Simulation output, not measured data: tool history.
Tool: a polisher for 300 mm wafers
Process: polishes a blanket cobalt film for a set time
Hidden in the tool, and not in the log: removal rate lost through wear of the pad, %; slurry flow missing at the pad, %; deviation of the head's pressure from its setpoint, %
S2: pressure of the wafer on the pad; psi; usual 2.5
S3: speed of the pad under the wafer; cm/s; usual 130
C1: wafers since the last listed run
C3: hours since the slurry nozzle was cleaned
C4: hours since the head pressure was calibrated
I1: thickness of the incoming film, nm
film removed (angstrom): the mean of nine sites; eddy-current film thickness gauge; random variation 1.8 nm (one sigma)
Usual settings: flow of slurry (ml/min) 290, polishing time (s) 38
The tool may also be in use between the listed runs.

Run 1, day 0.000: usual settings; C1 0; wafers polished on this pad 1030; C3 147.9; C4 1060.0; I1 906.4. Result: film removed (angstrom) 2740.
Run 2, day 1.025: usual settings but S2 1.9 psi, polishing time (s) 44; C1 386; wafers polished on this pad 1417; C3 172.5; C4 1084.6; I1 890.3. Result: film removed (angstrom) 2459.
Run 3, day 2.058: usual settings but S2 1.9 psi, polishing time (s) 44; C1 390; wafers polished on this pad 1807; C3 197.3; C4 1109.4; I1 897.4. Result: film removed (angstrom) 2400.
At day 2.892: worn pad replaced by a new one.
Run 4, day 3.150: usual settings but S2 1.9 psi, polishing time (s) 44; C1 349; wafers polished on this pad 97; C3 223.5; C4 1135.6; I1 899.0. Result: film removed (angstrom) 2456.
At day 3.617: slurry nozzle cleaned.
Run 5, day 3.933: usual settings but flow of slurry (ml/min) 365; C1 279; wafers polished on this pad 377; C3 7.6; C4 1154.4; I1 910.3. Result: film removed (angstrom) 2856.
Run 6, day 4.867: usual settings but flow of slurry (ml/min) 365; C1 352; wafers polished on this pad 729; C3 30.0; C4 1176.8; I1 871.0. Result: film removed (angstrom) 2845.
Run 7, day 6.179: usual settings but flow of slurry (ml/min) 365; C1 495; wafers polished on this pad 1225; C3 61.5; C4 1208.3; I1 909.4. Result: film removed (angstrom) 2849.
Run 8, day 7.329: usual settings; C1 434; wafers polished on this pad 1659; C3 89.1; C4 1235.9; I1 891.4. Result: film removed (angstrom) 2787.
Run 9, day 8.108: usual settings; C1 294; wafers polished on this pad 1953; C3 107.8; C4 1254.6; I1 892.2. Result: film removed (angstrom) 2795.
At day 8.508: worn pad replaced by a new one.
At day 9.017: head pressure recalibrated.
Run 10, day 9.412: usual settings; C1 397; wafers polished on this pad 309; C3 139.1; C4 9.5; I1 892.3. Result: film removed (angstrom) 2605.
Run 11, day 10.042: usual settings; C1 237; wafers polished on this pad 547; C3 154.2; C4 24.6; I1 901.1. Result: film removed (angstrom) 2625.
Run 12, day 10.971: usual settings; C1 350; wafers polished on this pad 897; C3 176.5; C4 46.9; I1 901.9. Result: film removed (angstrom) 2594.
Run 13, day 12.092: usual settings; C1 423; wafers polished on this pad 1321; C3 203.4; C4 73.8; I1 902.8. Result: film removed (angstrom) 2584.
Run 14, day 13.142: usual settings; C1 396; wafers polished on this pad 1717; C3 228.6; C4 99.0; I1 907.6. Result: film removed (angstrom) 2600.
At day 13.217: slurry nozzle cleaned.
Run 15, day 13.825: usual settings; C1 242; wafers polished on this pad 1959; C3 14.6; C4 115.4; I1 872.3. Result: film removed (angstrom) 2585.
Run 16, day 14.746: usual settings but flow of slurry (ml/min) 335, S3 164 cm/s; C1 347; wafers polished on this pad 2307; C3 36.7; C4 137.5; I1 898.3. Result: film removed (angstrom) 3315.
At day 15.150: worn pad replaced by a new one.
Run 17, day 15.267: usual settings; C1 133; wafers polished on this pad 43; C3 49.2; C4 150.0; I1 895.8. Result: film removed (angstrom) 2597.
Run 18, day 16.554: usual settings but flow of slurry (ml/min) 350, S3 90 cm/s; C1 486; wafers polished on this pad 529; C3 80.1; C4 180.9; I1 894.2. Result: film removed (angstrom) 1841.
Run 19, day 17.525: usual settings but S2 3.2 psi, polishing time (s) 25; C1 366; wafers polished on this pad 896; C3 103.4; C4 204.2; I1 872.4. Result: film removed (angstrom) 2178.
Run 20, day 18.383: usual settings but S2 1.7 psi, polishing time (s) 29; C1 324; wafers polished on this pad 1220; C3 124.0; C4 224.8; I1 894.0. Result: film removed (angstrom) 1340.
Run 21, day 19.462: usual settings but S2 3.3 psi, polishing time (s) 51; C1 407; wafers polished on this pad 1627; C3 149.9; C4 250.7; I1 879.9. Result: film removed (angstrom) 4587.
Run 22, day 20.071: usual settings; C1 229; wafers polished on this pad 1857; C3 164.5; C4 265.3; I1 883.4. Result: film removed (angstrom) 2617.
Run 23, day 21.342: usual settings but S3 94 cm/s; C1 479; wafers polished on this pad 2336; C3 195.0; C4 295.8; I1 882.8. Result: film removed (angstrom) 1900.
At day 21.496: slurry nozzle cleaned.
At day 21.654: worn pad replaced by a new one.
Run 24, day 22.338: usual settings but flow of slurry (ml/min) 265; C1 301; wafers polished on this pad 258; C3 20.2; C4 319.7; I1 886.7. Result: film removed (angstrom) 2618.
Run 25, day 22.900: usual settings but flow of slurry (ml/min) 205; C1 212; wafers polished on this pad 470; C3 33.7; C4 333.2; I1 903.1. Result: film removed (angstrom) 2501.
Run 26, day 23.429: usual settings; C1 199; wafers polished on this pad 670; C3 46.4; C4 345.9; I1 884.6. Result: film removed (angstrom) 2603.
Run 27, day 24.096: usual settings but flow of slurry (ml/min) 245, S3 148 cm/s; C1 251; wafers polished on this pad 922; C3 62.4; C4 361.9; I1 893.6. Result: film removed (angstrom) 2930.
Run 28, day 24.975: usual settings; C1 331; wafers polished on this pad 1254; C3 83.5; C4 383.0; I1 889.5. Result: film removed (angstrom) 2661.
Run 29, day 26.375: usual settings but flow of slurry (ml/min) 345, S2 2.0 psi, polishing time (s) 30; C1 528; wafers polished on this pad 1782; C3 117.1; C4 416.6; I1 884.4. Result: film removed (angstrom) 1687.
At day 26.962: worn pad replaced by a new one.
Run 30, day 29.162: usual settings but flow of slurry (ml/min) 385, S3 164 cm/s; C1 989; wafers polished on this pad 830; C3 184.0; C4 483.5; I1 887.5. Result: film removed (angstrom) 3407.

Hidden state or all else? Some run-to-run changes of film removed (angstrom), split into what the settings, what came in and random variation would give without the hidden state, and what is left for the hidden state (with any gauge scatter that isn't in both results):
Run 4 -> 5: flow of slurry (ml/min) 290 -> 365, S2 1.9 -> 2.5, polishing time (s) 44 -> 38, slurry nozzle cleaned. film removed (angstrom) +400: hidden state +28, all else +372.
Run 9 -> 10: worn pad replaced by a new one, head pressure recalibrated. film removed (angstrom) -190: hidden state -205, all else +15.
Run 20 -> 21: S2 1.7 -> 3.3, polishing time (s) 29 -> 51. film removed (angstrom) +3247: hidden state -4, all else +3251.
Run 21 -> 22: S2 3.3 -> 2.5, polishing time (s) 51 -> 38. film removed (angstrom) -1970: hidden state +4, all else -1974.
Run 29 -> 30: flow of slurry (ml/min) 345 -> 385, S2 2.0 -> 2.5, S3 130 -> 164, polishing time (s) 30 -> 38, worn pad replaced by a new one. film removed (angstrom) +1720: hidden state +15, all else +1705.

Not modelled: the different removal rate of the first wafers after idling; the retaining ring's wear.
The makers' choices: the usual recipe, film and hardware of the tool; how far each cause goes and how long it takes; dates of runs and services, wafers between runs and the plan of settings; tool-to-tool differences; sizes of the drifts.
